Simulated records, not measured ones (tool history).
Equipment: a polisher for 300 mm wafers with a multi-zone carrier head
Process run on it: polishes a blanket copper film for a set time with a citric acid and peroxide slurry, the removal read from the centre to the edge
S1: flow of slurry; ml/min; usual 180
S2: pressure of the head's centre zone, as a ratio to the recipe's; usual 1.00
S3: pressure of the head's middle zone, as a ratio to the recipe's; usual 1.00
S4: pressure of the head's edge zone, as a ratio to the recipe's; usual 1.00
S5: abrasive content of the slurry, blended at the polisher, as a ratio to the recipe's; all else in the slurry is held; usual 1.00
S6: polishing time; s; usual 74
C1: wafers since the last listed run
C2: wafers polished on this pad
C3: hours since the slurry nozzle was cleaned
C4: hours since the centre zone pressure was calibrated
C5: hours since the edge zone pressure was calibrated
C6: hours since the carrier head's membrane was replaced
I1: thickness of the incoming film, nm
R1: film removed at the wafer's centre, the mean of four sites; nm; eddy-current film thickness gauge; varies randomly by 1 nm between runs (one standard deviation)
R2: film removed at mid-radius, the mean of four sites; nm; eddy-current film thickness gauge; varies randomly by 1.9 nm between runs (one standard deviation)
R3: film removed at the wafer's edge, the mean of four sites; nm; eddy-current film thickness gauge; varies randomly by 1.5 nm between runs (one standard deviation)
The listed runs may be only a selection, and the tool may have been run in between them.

Run 1, hour 0.0: usual settings but S2 0.96, S4 1.11, S5 0.80, S6 87 s; C1 0; C2 6; C3 143.2; C4 114.5; C5 104.1; C6 1536.8; I1 739.9. Result: R1 191.8 nm, R2 197.0 nm, R3 204.1 nm.
Run 2, hour 3.2: usual settings but S2 0.96, S3 0.96, S4 0.96; C1 39; C2 46; C3 146.4; C4 117.7; C5 107.3; C6 1540.0; I1 737.3. Result: R1 165.5 nm, R2 165.9 nm, R3 164.1 nm.
Run 3, hour 11.4: usual settings; C1 101; C2 147; C3 154.6; C4 125.9; C5 115.5; C6 1548.2; I1 742.4. Result: R1 172.5 nm, R2 166.0 nm, R3 167.0 nm.
Run 4, hour 24.5: usual settings but S6 87 s; C1 162; C2 309; C3 167.7; C4 139.0; C5 128.6; C6 1561.3; I1 730.1. Result: R1 196.2 nm, R2 198.3 nm, R3 192.4 nm.
Run 5, hour 42.0: usual settings; C1 216; C2 526; C3 185.2; C4 156.5; C5 146.1; C6 1578.8; I1 753.7. Result: R1 164.7 nm, R2 163.0 nm, R3 163.6 nm.
Run 6, hour 48.2: usual settings but S1 140 ml/min, S3 0.94, S4 1.06; C1 76; C2 603; C3 191.4; C4 162.7; C5 152.3; C6 1585.0; I1 738.4. Result: R1 156.5 nm, R2 150.3 nm, R3 161.3 nm.
Run 7, hour 64.3: usual settings but S1 130 ml/min, S3 0.93, S6 62 s; C1 199; C2 802; C3 207.5; C4 178.8; C5 168.4; C6 1601.1; I1 748.1. Result: R1 130.0 nm, R2 123.1 nm, R3 127.4 nm.
Run 8, hour 75.5: usual settings but S5 0.85; C1 138; C2 941; C3 218.7; C4 190.0; C5 179.6; C6 1612.3; I1 735.7. Result: R1 158.0 nm, R2 157.9 nm, R3 155.2 nm.
Run 9, hour 84.1: usual settings but S1 235 ml/min, S6 83 s; C1 106; C2 1047; C3 227.3; C4 198.6; C5 188.2; C6 1620.9; I1 749.3. Result: R1 191.6 nm, R2 187.2 nm, R3 182.0 nm.
Run 10, hour 96.3: usual settings; C1 151; C2 1199; C3 239.5; C4 210.8; C5 200.4; C6 1633.1; I1 736.8. Result: R1 162.4 nm, R2 160.0 nm, R3 160.7 nm.
At hour 113.9: worn pad replaced by a new one.
Run 11, hour 114.4: usual settings but S5 0.75; C1 174; C2 6; C3 257.6; C4 228.9; C5 218.5; C6 1651.2; I1 753.3. Result: R1 166.1 nm, R2 162.8 nm, R3 161.0 nm.
At hour 124.5: carrier head's membrane replaced by a new one.
Run 12, hour 126.5: usual settings but S4 0.97; C1 87; C2 94; C3 269.7; C4 241.0; C5 230.6; C6 2.0; I1 738.7. Result: R1 169.9 nm, R2 163.3 nm, R3 165.0 nm.
Run 13, hour 139.6: usual settings but S1 160 ml/min, S2 1.10, S4 0.90, S5 1.15; C1 162; C2 256; C3 282.8; C4 254.1; C5 243.7; C6 15.1; I1 740.0. Result: R1 182.1 nm, R2 161.5 nm, R3 155.5 nm.
Run 14, hour 152.3: usual settings but S3 0.95; C1 157; C2 413; C3 295.5; C4 266.8; C5 256.4; C6 27.8; I1 739.4. Result: R1 164.1 nm, R2 155.7 nm, R3 161.5 nm.
Run 15, hour 163.9: usual settings; C1 143; C2 557; C3 307.1; C4 278.4; C5 268.0; C6 39.4; I1 744.9. Result: R1 163.3 nm, R2 161.3 nm, R3 160.6 nm.
Run 16, hour 172.4: usual settings but S1 160 ml/min, S4 1.10, S6 96 s; C1 105; C2 662; C3 315.6; C4 286.9; C5 276.5; C6 47.9; I1 739.5. Result: R1 206.4 nm, R2 203.9 nm, R3 212.5 nm.
Run 17, hour 189.1: usual settings but S2 1.04, S3 0.93, S4 0.95; C1 206; C2 869; C3 332.3; C4 303.6; C5 293.2; C6 64.6; I1 745.6. Result: R1 169.5 nm, R2 150.6 nm, R3 157.9 nm.
At hour 206.9: worn pad replaced by a new one.
Run 18, hour 207.4: usual settings but S1 120 ml/min, S4 1.08; C1 177; C2 5; C3 350.6; C4 321.9; C5 311.5; C6 82.9; I1 739.2. Result: R1 159.1 nm, R2 156.7 nm, R3 162.0 nm.
Run 19, hour 216.5: usual settings; C1 112; C2 118; C3 359.7; C4 331.0; C5 320.6; C6 92.0; I1 735.2. Result: R1 169.6 nm, R2 163.2 nm, R3 165.4 nm.
Run 20, hour 224.7: usual settings but S1 230 ml/min, S2 1.06, S4 1.04; C1 101; C2 220; C3 367.9; C4 339.2; C5 328.8; C6 100.2; I1 734.0. Result: R1 183.1 nm, R2 169.6 nm, R3 168.7 nm.
Run 21, hour 235.2: usual settings; C1 130; C2 350; C3 378.4; C4 349.7; C5 339.3; C6 110.7; I1 725.6. Result: R1 165.3 nm, R2 162.0 nm, R3 164.6 nm.

What if the next run were any one of these 5? Each begins from the tool's condition after run 21:
Run A, hour 235.6: usual settings; C1 4; C2 355; C3 378.8; C4 350.1; C5 339.7; C6 111.1; I1 749.8. Result: R1 ?, R2 ?, R3 ?.
Run B, hour 235.6: usual settings but S5 1.10, S6 56 s; C1 4; C2 355; C3 378.8; C4 350.1; C5 339.7; C6 111.1; I1 749.8. Result: R1 ?, R2 ?, R3 ?.
Run C, hour 235.6: usual settings but S5 0.75, S6 86 s; C1 4; C2 355; C3 378.8; C4 350.1; C5 339.7; C6 111.1; I1 749.8. Result: R1 ?, R2 ?, R3 ?.
Run D, hour 235.6: usual settings but S2 0.97; C1 4; C2 355; C3 378.8; C4 350.1; C5 339.7; C6 111.1; I1 749.8. Result: R1 ?, R2 ?, R3 ?.
Run E, hour 235.6: usual settings but S1 155 ml/min; C1 4; C2 355; C3 378.8; C4 350.1; C5 339.7; C6 111.1; I1 749.8. Result: R1 ?, R2 ?, R3 ?.

run     R1     R2     R3
  A  164.3  165.0  161.4
  B  126.0  126.6  123.8
  C  183.9  184.8  180.7
  D  159.9  165.1  161.4
  E  160.1  161.3  158.8
Stripped of hidden state, with their random variation kept, the same runs would have yielded:
run     R1     R2     R3
  A  171.5  172.4  168.6
  B  131.6  132.2  129.3
  C  192.0  193.0  188.7
  D  167.0  172.4  168.6
  E  167.2  168.5  165.8
